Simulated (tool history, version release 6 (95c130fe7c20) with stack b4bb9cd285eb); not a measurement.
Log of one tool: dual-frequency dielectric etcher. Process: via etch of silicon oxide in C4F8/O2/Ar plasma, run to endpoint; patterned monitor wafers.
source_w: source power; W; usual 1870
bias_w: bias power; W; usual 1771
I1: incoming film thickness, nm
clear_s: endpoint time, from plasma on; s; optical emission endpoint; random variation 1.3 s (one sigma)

Run 1, day 0: usual settings; I1 1227.2. Result: clear_s 231.7 s.
Run 2, day 1.058: usual settings; I1 1212.4. Result: clear_s 229.3 s.
Run 3, day 2.412: usual settings; I1 1225. Result: clear_s 229.5 s.
Run 4, day 3.321: usual settings; I1 1214.4. Result: clear_s 229.4 s.
Run 5, day 3.996: usual settings; I1 1221.9. Result: clear_s 232.1 s.
Run 6, day 5.417: usual settings but source_w 1670 W; I1 1217.3. Result: clear_s 237.2 s.
Run 7, day 6.633: usual settings; I1 1229.4. Result: clear_s 232.8 s.
Run 8, day 7.442: usual settings; I1 1224.7. Result: clear_s 230.1 s.
Run 9, day 8.175: usual settings; I1 1224.5. Result: clear_s 229.7 s.
Run 10, day 9.371: usual settings but source_w 1990 W; I1 1222.7. Result: clear_s 224.7 s.
Run 11, day 10.658: usual settings but source_w 1760 W; I1 1219.1. Result: clear_s 232.9 s.
At day 12.375: upper electrode replaced.
At day 12.592: wet clean of the chamber.
Run 12, day 12.612: usual settings but source_w 1760 W; I1 1219.3. Result: clear_s 234.8 s.
Run 13, day 13.171: usual settings but source_w 1760 W; I1 1220.7. Result: clear_s 233.9 s.
Run 14, day 14.05: usual settings but source_w 1640 W; I1 1225.4. Result: clear_s 242.4 s.
Run 15, day 14.75: usual settings but source_w 1640 W; I1 1209.9. Result: clear_s 236.7 s.
Run 16, day 15.5: usual settings but source_w 1640 W; I1 1232. Result: clear_s 237.7 s.
Run 17, day 16.121: usual settings but source_w 1650 W; I1 1218.6. Result: clear_s 235.7 s.
At day 16.3: source power generator calibrated.
At day 16.879: bias power generator calibrated.
Run 18, day 17.521: usual settings but source_w 1670 W, bias_w 2072 W; I1 1229.1. Result: clear_s 224.2 s.
Run 19, day 20.596: usual settings but source_w 1440 W; I1 1211.4. Result: clear_s 245.8 s.
Run 20, day 21.158: usual settings; I1 1223.4. Result: clear_s 230.6 s.
Run 21, day 21.746: usual settings but source_w 1660 W, bias_w 1967 W; I1 1203.4. Result: clear_s 224.9 s.
Run 22, day 22.662: usual settings but source_w 2330 W, bias_w 2103 W; I1 1226. Result: clear_s 202.3 s.
Run 23, day 23.938: usual settings; I1 1216.9. Result: clear_s 231.7 s.
Run 24, day 24.675: usual settings; I1 1212.8. Result: clear_s 229.9 s.
Run 25, day 25.208: usual settings but source_w 2290 W, bias_w 2202 W; I1 1222. Result: clear_s 200.9 s.
Run 26, day 26.271: usual settings; I1 1226.5. Result: clear_s 231.8 s.
Run 27, day 26.942: usual settings but source_w 1570 W, bias_w 2067 W; I1 1220. Result: clear_s 226 s.
Run 28, day 27.638: usual settings but source_w 2010 W, bias_w 2153 W; I1 1209.6. Result: clear_s 206.9 s.
Run 29, day 29.121: usual settings but bias_w 2076 W; I1 1208.3. Result: clear_s 216.8 s.
At day 30.642: wet clean of the chamber.
Run 30, day 30.662: usual settings but source_w 1460 W, bias_w 1566 W; I1 1214.9. Result: clear_s 256.5 s.
Run 31, day 31.988: usual settings but source_w 2100 W, bias_w 1574 W; I1 1219.6. Result: clear_s 234.3 s.
Run 32, day 32.596: usual settings but source_w 2210 W, bias_w 1404 W; I1 1223.4. Result: clear_s 240.9 s.
Run 33, day 33.321: usual settings; I1 1218.3. Result: clear_s 229.1 s.

Forecast each of these 5 alternatives for the next run:
Run A, day 33.342: usual settings; I1 1211.4. Result: clear_s ?.
Run B, day 33.342: usual settings but source_w 1530 W, bias_w 1597 W; I1 1211.4. Result: clear_s ?.
Run C, day 33.342: usual settings but source_w 2300 W, bias_w 1909 W; I1 1211.4. Result: clear_s ?.
Run D, day 33.342: usual settings but source_w 1500 W, bias_w 2064 W; I1 1211.4. Result: clear_s ?.
Run E, day 33.342: usual settings but source_w 1480 W, bias_w 1957 W; I1 1211.4. Result: clear_s ?.

run  clear_s
  A      230
  B      253
  C    210.5
  D    229.5
  E    235.2
Without the tool's hidden state the same runs would have given:
run  clear_s
  A      230
  B      253
  C    210.5
  D    229.5
  E    235.2
